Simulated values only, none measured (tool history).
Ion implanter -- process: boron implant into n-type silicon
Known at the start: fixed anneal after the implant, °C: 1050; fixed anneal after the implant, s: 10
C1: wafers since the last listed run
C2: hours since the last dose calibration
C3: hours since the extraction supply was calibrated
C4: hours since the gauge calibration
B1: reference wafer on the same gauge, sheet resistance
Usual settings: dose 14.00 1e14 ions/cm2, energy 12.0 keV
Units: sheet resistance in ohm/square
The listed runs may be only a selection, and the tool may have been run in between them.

{"run": 1, "hour": 0.0, "dose": 14.0, "energy": 12.0, "C1": 0, "C2": 1872.6, "C3": 5875.9, "C4": 23.1, "B1": 110.8, "sheet resistance": 97.58}
{"run": 2, "hour": 30.2, "dose": 14.0, "energy": 12.0, "C1": 626, "C2": 1902.8, "C3": 5906.1, "C4": 53.3, "B1": 110.78, "sheet resistance": 97.48}
{"run": 3, "hour": 111.3, "dose": 11.24, "energy": 11.0, "C1": 1682, "C2": 1983.9, "C3": 5987.2, "C4": 134.4, "B1": 110.75, "sheet resistance": 115.02}
{"run": 4, "hour": 134.7, "dose": 14.0, "energy": 14.0, "C1": 485, "C2": 2007.3, "C3": 6010.6, "C4": 157.8, "B1": 110.78, "sheet resistance": 93.94}
{"run": 5, "hour": 162.8, "dose": 14.0, "energy": 14.0, "C1": 582, "C2": 2035.4, "C3": 6038.7, "C4": 185.9, "B1": 110.85, "sheet resistance": 94.15}
{"run": 6, "hour": 176.9, "dose": 14.0, "energy": 12.0, "C1": 292, "C2": 2049.5, "C3": 6052.8, "C4": 200.0, "B1": 110.83, "sheet resistance": 97.73}
{"run": 7, "hour": 207.1, "dose": 14.0, "energy": 12.0, "C1": 626, "C2": 2079.7, "C3": 6083.0, "C4": 230.2, "B1": 110.79, "sheet resistance": 97.79}
{"run": 8, "hour": 238.9, "dose": 14.0, "energy": 12.0, "C1": 659, "C2": 2111.5, "C3": 6114.8, "C4": 262.0, "B1": 110.73, "sheet resistance": 97.86}
{"hour": 249.4, "done": "gauge calibrated"}
{"run": 9, "hour": 271.6, "dose": 10.0, "energy": 14.5, "C1": 678, "C2": 2144.2, "C3": 6147.5, "C4": 22.2, "B1": 110.85, "sheet resistance": 120.77}
{"hour": 293.3, "done": "Faraday cup replaced and dose calibrated"}
{"run": 10, "hour": 298.8, "dose": 17.58, "energy": 15.0, "C1": 398, "C2": 5.5, "C3": 6174.7, "C4": 49.4, "B1": 110.82, "sheet resistance": 82.43}
{"hour": 321.5, "done": "extraction supply calibrated"}
{"run": 11, "hour": 328.4, "dose": 14.0, "energy": 12.0, "C1": 448, "C2": 35.1, "C3": 6.9, "C4": 79.0, "B1": 110.77, "sheet resistance": 100.63}
{"run": 12, "hour": 361.1, "dose": 10.58, "energy": 11.0, "C1": 678, "C2": 67.8, "C3": 39.6, "C4": 111.7, "B1": 110.82, "sheet resistance": 124.1}
{"run": 13, "hour": 386.3, "dose": 17.7, "energy": 15.5, "C1": 522, "C2": 93.0, "C3": 64.8, "C4": 136.9, "B1": 110.81, "sheet resistance": 80.91}
{"run": 14, "hour": 404.4, "dose": 14.0, "energy": 12.0, "C1": 375, "C2": 111.1, "C3": 82.9, "C4": 155.0, "B1": 110.86, "sheet resistance": 100.35}
{"run": 15, "hour": 461.9, "dose": 14.0, "energy": 12.0, "C1": 1192, "C2": 168.6, "C3": 140.4, "C4": 212.5, "B1": 110.81, "sheet resistance": 99.99}
{"run": 16, "hour": 476.4, "dose": 14.0, "energy": 10.0, "C1": 300, "C2": 183.1, "C3": 154.9, "C4": 227.0, "B1": 110.85, "sheet resistance": 104.89}

Below are 5 alternative next runs, each starting from the tool's condition after run 16. Predict each:
{"run": "A", "hour": 476.8, "dose": 14.0, "energy": 15.0, "C1": 8, "C2": 183.5, "C3": 155.3, "C4": 227.4, "B1": "?", "sheet resistance": "?"}
{"run": "B", "hour": 476.8, "dose": 16.91, "energy": 12.0, "C1": 8, "C2": 183.5, "C3": 155.3, "C4": 227.4, "B1": "?", "sheet resistance": "?"}
{"run": "C", "hour": 476.8, "dose": 14.0, "energy": 13.5, "C1": 8, "C2": 183.5, "C3": 155.3, "C4": 227.4, "B1": "?", "sheet resistance": "?"}
{"run": "D", "hour": 476.8, "dose": 12.72, "energy": 10.5, "C1": 8, "C2": 183.5, "C3": 155.3, "C4": 227.4, "B1": "?", "sheet resistance": "?"}
{"run": "E", "hour": 476.8, "dose": 16.55, "energy": 16.0, "C1": 8, "C2": 183.5, "C3": 155.3, "C4": 227.4, "B1": "?", "sheet resistance": "?"}

run=A B1=110.81 sheet_resistance=94.75
run=B B1=110.81 sheet_resistance=89.43
run=C B1=110.81 sheet_resistance=96.89
run=D B1=110.81 sheet_resistance=109.38
run=E B1=110.81 sheet_resistance=83.21
With no hidden state in the tool, these same runs would have given:
run=A sheet_resistance=94.60
run=B sheet_resistance=89.33
run=C sheet_resistance=96.75
run=D sheet_resistance=109.23
run=E sheet_resistance=83.09
